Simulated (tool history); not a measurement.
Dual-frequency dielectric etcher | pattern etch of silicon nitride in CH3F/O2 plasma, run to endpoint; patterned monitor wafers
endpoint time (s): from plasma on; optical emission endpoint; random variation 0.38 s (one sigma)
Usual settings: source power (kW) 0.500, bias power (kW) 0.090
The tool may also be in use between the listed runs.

| run | hour | source power (kW) | bias power (kW) | incoming incoming film thickness, nm | endpoint time (s) |
|---|---|---|---|---|---|
| 1 | 0.0 | 0.500 | 0.090 | 76.6 | 75.8 |
| 2 | 34.7 | 0.500 | 0.090 | 77.3 | 76.3 |
|  | 76.0 | wet clean of the chamber |
| 3 | 76.5 | 0.550 | 0.090 | 77.1 | 70.1 |
| 4 | 168.0 | 0.550 | 0.090 | 76.9 | 71.6 |
| 5 | 192.3 | 0.500 | 0.090 | 76.9 | 73.7 |
| 6 | 215.7 | 0.500 | 0.090 | 77.2 | 73.4 |
| 7 | 240.6 | 0.500 | 0.090 | 75.5 | 72.4 |
| 8 | 271.8 | 0.500 | 0.090 | 76.9 | 74.8 |
| 9 | 298.6 | 0.500 | 0.090 | 77.3 | 75.5 |
| 10 | 323.3 | 0.540 | 0.090 | 76.4 | 71.6 |
| 11 | 340.6 | 0.500 | 0.090 | 77.3 | 75.8 |
|  | 346.4 | source power generator calibrated |
| 12 | 366.9 | 0.500 | 0.077 | 76.6 | 80.7 |
| 13 | 385.8 | 0.500 | 0.077 | 77.5 | 81.1 |
| 14 | 408.7 | 0.500 | 0.077 | 76.5 | 80.8 |
| 15 | 431.5 | 0.500 | 0.090 | 76.7 | 75.8 |
| 16 | 467.2 | 0.500 | 0.104 | 77.3 | 71.5 |
|  | 500.0 | wet clean of the chamber |
|  | 515.5 | upper electrode replaced |
| 17 | 516.0 | 0.500 | 0.104 | 76.7 | 68.7 |
| 18 | 575.7 | 0.450 | 0.112 | 77.3 | 68.8 |
| 19 | 603.6 | 0.500 | 0.090 | 77.0 | 74.6 |
| 20 | 621.0 | 0.460 | 0.076 | 76.9 | 82.1 |
| 21 | 638.6 | 0.460 | 0.070 | 76.5 | 85.8 |
| 22 | 653.9 | 0.420 | 0.090 | 76.0 | 77.7 |
| 23 | 677.8 | 0.500 | 0.077 | 75.8 | 78.5 |
|  | 684.4 | bias power generator calibrated |
| 24 | 700.9 | 0.500 | 0.090 | 76.1 | 74.3 |
| 25 | 715.2 | 0.400 | 0.077 | 76.6 | 86.2 |
| 26 | 727.3 | 0.500 | 0.090 | 76.7 | 74.9 |
| 27 | 739.5 | 0.450 | 0.112 | 76.8 | 69.9 |
| 28 | 770.6 | 0.390 | 0.077 | 77.1 | 88.1 |
| 29 | 802.2 | 0.550 | 0.071 | 76.5 | 81.4 |
| 30 | 817.4 | 0.500 | 0.090 | 75.9 | 75.2 |
| 31 | 851.8 | 0.500 | 0.090 | 76.2 | 75.5 |
| 32 | 871.1 | 0.430 | 0.098 | 76.9 | 77.2 |
| 33 | 901.0 | 0.610 | 0.111 | 75.9 | 64.3 |
| 34 | 921.7 | 0.440 | 0.071 | 76.6 | 88.7 |
|  | 962.8 | wet clean of the chamber |
| 35 | 963.3 | 0.590 | 0.107 | 76.6 | 62.0 |

Forecast each of these 4 alternatives for the next run:
| A | 963.8 | 0.500 | 0.074 | 76.0 | ? |
| B | 963.8 | 0.620 | 0.109 | 76.0 | ? |
| C | 963.8 | 0.590 | 0.090 | 76.0 | ? |
| D | 963.8 | 0.450 | 0.075 | 76.0 | ? |

| run | endpoint time (s) |
|---|---|
| A | 78.2 |
| B | 60.8 |
| C | 67.6 |
| D | 80.5 |
Without the tool's hidden state the same runs would have given:
| run | endpoint time (s) |
|---|---|
| A | 78.7 |
| B | 61.2 |
| C | 67.9 |
| D | 81.0 |
